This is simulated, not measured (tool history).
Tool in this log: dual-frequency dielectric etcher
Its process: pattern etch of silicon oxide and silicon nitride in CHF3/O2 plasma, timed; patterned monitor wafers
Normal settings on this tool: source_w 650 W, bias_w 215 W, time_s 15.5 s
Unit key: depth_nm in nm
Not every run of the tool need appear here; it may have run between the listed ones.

run	hour	source_w	bias_w	time_s	read-back reference wafer on the same gauge, depth_nm	depth_nm
1	0	650	215	15.5	23.2	26.43
2	21.4	650	215	15.5	23.19	26.48
3	43.5	650	215	15.5	23.19	26.51
4	61.3	650	215	15.5	23.2	26.47
5	91.8	650	215	15.5	23.2	26.6
# hour 107: source power generator calibrated
# hour 110: bias power generator calibrated
6	118.8	650	215	12.5	23.23	20.87
7	150.3	650	215	12.5	23.2	20.9
8	164.7	700	215	14	23.18	24.46
# hour 272.3: upper electrode replaced
9	272.8	650	215	15.5	23.19	26.12
10	275.7	790	170	15.5	23.19	27.59
11	309.1	760	265	18.5	23.2	36.05
# hour 312.2: gauge calibrated
12	334.8	530	239	12.5	23.2	18.96
# hour 363.1: wet clean of the chamber
13	365.4	650	215	15.5	23.21	25.84
14	393.4	790	215	16.5	23.2	30.75
15	414.9	650	193	15.5	23.2	25.02
16	432.6	510	251	13	23.17	19.26
17	460.5	650	215	15.5	23.21	25.9
18	493.9	650	215	15.5	23.18	25.97
19	520.1	650	215	13.5	23.17	22.65
20	536.9	650	185	17	23.19	27.46
21	550.1	650	215	15.5	23.2	25.99
22	566.1	760	215	12.5	23.21	22.95
23	579.3	650	215	15.5	23.2	26
24	599	540	191	12.5	23.19	18.02
25	613.1	600	268	12	23.21	20.25
26	636.6	650	215	15.5	23.2	26.1
27	664.1	650	215	15.5	23.2	26.11
28	677.5	650	215	15.5	23.2	26.07
29	704.4	490	254	12	23.21	17.47

5 options for the next run, each taken on its own from the tool as it stands now. Forecast them:
A	704.8	650	242	15.5	?	?
B	704.8	550	215	13	?	?
C	704.8	760	178	13	?	?
D	704.8	570	215	13.5	?	?
E	704.8	740	215	18	?	?

run	read-back reference wafer on the same gauge, depth_nm	depth_nm
A	23.23	27.07
B	23.23	19.78
C	23.23	23.09
D	23.23	21.04
E	23.23	32.93
Had the tool no hidden state, the same runs would have come out as:
run	depth_nm
A	26.62
B	19.45
C	22.7
D	20.69
E	32.37
